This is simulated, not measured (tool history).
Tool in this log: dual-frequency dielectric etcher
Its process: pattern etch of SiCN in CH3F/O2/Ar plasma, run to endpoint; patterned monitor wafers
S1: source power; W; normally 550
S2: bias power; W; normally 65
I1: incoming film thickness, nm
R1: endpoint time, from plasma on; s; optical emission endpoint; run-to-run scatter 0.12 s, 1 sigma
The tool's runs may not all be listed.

Run 1, day 0: usual settings; I1 7.55. Result: R1 19.2 s.
Run 2, day 1.246: usual settings; I1 7.62. Result: R1 19.5 s.
Run 3, day 3.288: usual settings; I1 7.59. Result: R1 19.3 s.
Run 4, day 4.646: usual settings; I1 7.64. Result: R1 19.8 s.
Run 5, day 5.908: usual settings but S2 54 W; I1 7.54. Result: R1 21.3 s.
Run 6, day 7.771: usual settings but S2 54 W; I1 7.58. Result: R1 21.5 s.
Run 7, day 8.9: usual settings but S2 75 W; I1 7.66. Result: R1 18.5 s.
Run 8, day 10.217: usual settings but S2 75 W; I1 7.7. Result: R1 18.4 s.
Run 9, day 12.462: usual settings but S2 75 W; I1 7.63. Result: R1 18.1 s.
Run 10, day 14.404: usual settings; I1 7.67. Result: R1 19.5 s.
Run 11, day 17.058: usual settings; I1 7.56. Result: R1 19.3 s.
Run 12, day 19.971: usual settings but S2 79 W; I1 7.58. Result: R1 17.7 s.
Run 13, day 21.008: usual settings but S1 500 W, S2 54 W; I1 7.6. Result: R1 22.6 s.
Run 14, day 22.638: usual settings; I1 7.56. Result: R1 19.4 s.
Run 15, day 24.167: usual settings; I1 7.65. Result: R1 20.1 s.
Run 16, day 26.25: usual settings but S1 630 W, S2 60 W; I1 7.64. Result: R1 19.4 s.
Run 17, day 28.517: usual settings; I1 7.58. Result: R1 19.5 s.
Run 18, day 31: usual settings but S1 490 W, S2 61 W; I1 7.6. Result: R1 21.5 s.
Run 19, day 32.854: usual settings but S1 490 W, S2 73 W; I1 7.61. Result: R1 19.3 s.
Run 20, day 33.904: usual settings but S1 680 W; I1 7.57. Result: R1 17.4 s.
Run 21, day 36.45: usual settings but S1 420 W, S2 74 W; I1 7.69. Result: R1 21.3 s.
Run 22, day 39: usual settings but S1 500 W, S2 61 W; I1 7.57. Result: R1 21.3 s.
Run 23, day 41.817: usual settings but S1 620 W; I1 7.56. Result: R1 18.5 s.

Withheld: 5 entries from between the runs. Position of each, and hidden state at the listed run before versus the listed run after:
After run 8, before run 9: wet clean of the chamber (day 11.288)
  etch rate over this chamber's usual, %: -2.99 -> -0.218
  measured less the result without the state, R1: +0.5 -> +0.1 s
After run 11, before run 12: upper electrode replaced (day 19.95)
  etch rate over this chamber's usual, %: -1.02 -> -1.53
  measured less the result without the state, R1: +0.2 -> +0.2 s
After run 13, before run 14: bias power generator calibrated (day 21.767)
  etch rate over this chamber's usual, %: -1.71 -> -2
  measured less the result without the state, R1: +0.4 -> +0.4 s
After run 14, before run 15: source power generator calibrated (day 22.829)
  etch rate over this chamber's usual, %: -2 -> -2.27
  measured less the result without the state, R1: +0.4 -> +0.5 s
After run 16, before run 17: wet clean of the chamber (day 28.496)
  etch rate over this chamber's usual, %: -2.63 -> -0.498
  measured less the result without the state, R1: +0.5 -> +0.1 s
